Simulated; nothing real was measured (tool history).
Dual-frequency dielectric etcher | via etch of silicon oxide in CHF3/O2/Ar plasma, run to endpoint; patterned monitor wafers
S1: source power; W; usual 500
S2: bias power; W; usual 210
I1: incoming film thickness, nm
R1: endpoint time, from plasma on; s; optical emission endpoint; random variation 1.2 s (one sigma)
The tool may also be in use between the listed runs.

Run 1, hour 0: usual settings; I1 422.1. Result: R1 217.5 s.
Run 2, hour 32.7: usual settings but S1 420 W, S2 236 W; I1 419.6. Result: R1 223.2 s.
Run 3, hour 60.4: usual settings but S1 420 W, S2 236 W; I1 424. Result: R1 226.7 s.
At hour 85.6: wet clean of the chamber.
Run 4, hour 86.1: usual settings but S2 196 W; I1 426.6. Result: R1 230.7 s.
Run 5, hour 104.2: usual settings but S2 196 W; I1 420.8. Result: R1 228.2 s.
At hour 128.8: bias power generator calibrated.
Run 6, hour 129.3: usual settings but S2 196 W; I1 423.9. Result: R1 228.5 s.
Run 7, hour 152.3: usual settings; I1 416.4. Result: R1 221.5 s.
Run 8, hour 187.3: usual settings; I1 423.5. Result: R1 225.6 s.
Run 9, hour 202.2: usual settings; I1 421.6. Result: R1 223.4 s.
Run 10, hour 217.9: usual settings; I1 416.2. Result: R1 218.3 s.
At hour 271.4: upper electrode replaced.
Run 11, hour 271.9: usual settings; I1 423.3. Result: R1 222.7 s.
Run 12, hour 286.3: usual settings but S1 410 W, S2 184 W; I1 424.8. Result: R1 250.6 s.
Run 13, hour 358.6: usual settings but S1 620 W; I1 419.2. Result: R1 200.4 s.
Run 14, hour 382.4: usual settings but S1 470 W, S2 245 W; I1 428.1. Result: R1 218.4 s.
Run 15, hour 412.8: usual settings; I1 421.2. Result: R1 217 s.
Run 16, hour 433.6: usual settings; I1 416.7. Result: R1 214.6 s.
Run 17, hour 457.1: usual settings but S1 530 W; I1 418.4. Result: R1 212.5 s.
At hour 505.3: wet clean of the chamber.
Run 18, hour 505.8: usual settings; I1 421.6. Result: R1 221.6 s.
Run 19, hour 517: usual settings; I1 425. Result: R1 223.5 s.
Run 20, hour 542: usual settings; I1 423.5. Result: R1 221 s.
Run 21, hour 576.6: usual settings but S1 560 W, S2 177 W; I1 422.6. Result: R1 220.5 s.
Run 22, hour 597.3: usual settings but S1 440 W; I1 416.5. Result: R1 225.6 s.
At hour 603.2: source power generator calibrated.
Run 23, hour 628.6: usual settings but S1 420 W, S2 236 W; I1 424.1. Result: R1 227.9 s.
Run 24, hour 653.8: usual settings but S1 620 W, S2 186 W; I1 426.4. Result: R1 206.8 s.
Run 25, hour 685.5: usual settings but S1 390 W, S2 250 W; I1 423.4. Result: R1 228.2 s.
Run 26, hour 707.3: usual settings but S1 430 W, S2 179 W; I1 419. Result: R1 238.1 s.
Run 27, hour 729.3: usual settings but S2 235 W; I1 424.4. Result: R1 209.3 s.
Run 28, hour 749.4: usual settings but S1 550 W, S2 160 W; I1 422. Result: R1 222.7 s.
Run 29, hour 764.5: usual settings but S1 590 W, S2 248 W; I1 424.7. Result: R1 194.6 s.
Run 30, hour 781.1: usual settings but S1 580 W; I1 423.1. Result: R1 206.9 s.
Run 31, hour 800: usual settings but S1 550 W, S2 183 W; I1 422.6. Result: R1 215.3 s.
Run 32, hour 821.3: usual settings; I1 423.9. Result: R1 213.8 s.
Run 33, hour 839.1: usual settings; I1 425.6. Result: R1 216.3 s.
At hour 914.9: wet clean of the chamber.
Run 34, hour 927.3: usual settings but S1 470 W, S2 233 W; I1 420.9. Result: R1 224.4 s.
Run 35, hour 941.8: usual settings but S2 185 W; I1 422.7. Result: R1 234.8 s.

The tool's hidden state at each run:
source power that arrives over what is set, %: 0 in every run
bias power that arrives over what is set, %: 0 in every run
H1: etch rate over this chamber's usual, %
run      H1
  1    2.21
  2    2.52
  3    2.78
  4  -0.562
  5  -0.391
  6  -0.154
  7  0.0634
  8   0.394
  9   0.535
 10   0.683
 11    1.19
 12    1.33
 13    2.01
 14    2.24
 15    2.52
 16    2.72
 17    2.94
 18    1.13
 19    1.24
 20    1.47
 21     1.8
 22       2
 23    2.29
 24    2.53
 25    2.83
 26    3.04
 27    3.24
 28    3.43
 29    3.58
 30    3.73
 31    3.91
 32    4.11
 33    4.28
 34   -0.75
 35  -0.613

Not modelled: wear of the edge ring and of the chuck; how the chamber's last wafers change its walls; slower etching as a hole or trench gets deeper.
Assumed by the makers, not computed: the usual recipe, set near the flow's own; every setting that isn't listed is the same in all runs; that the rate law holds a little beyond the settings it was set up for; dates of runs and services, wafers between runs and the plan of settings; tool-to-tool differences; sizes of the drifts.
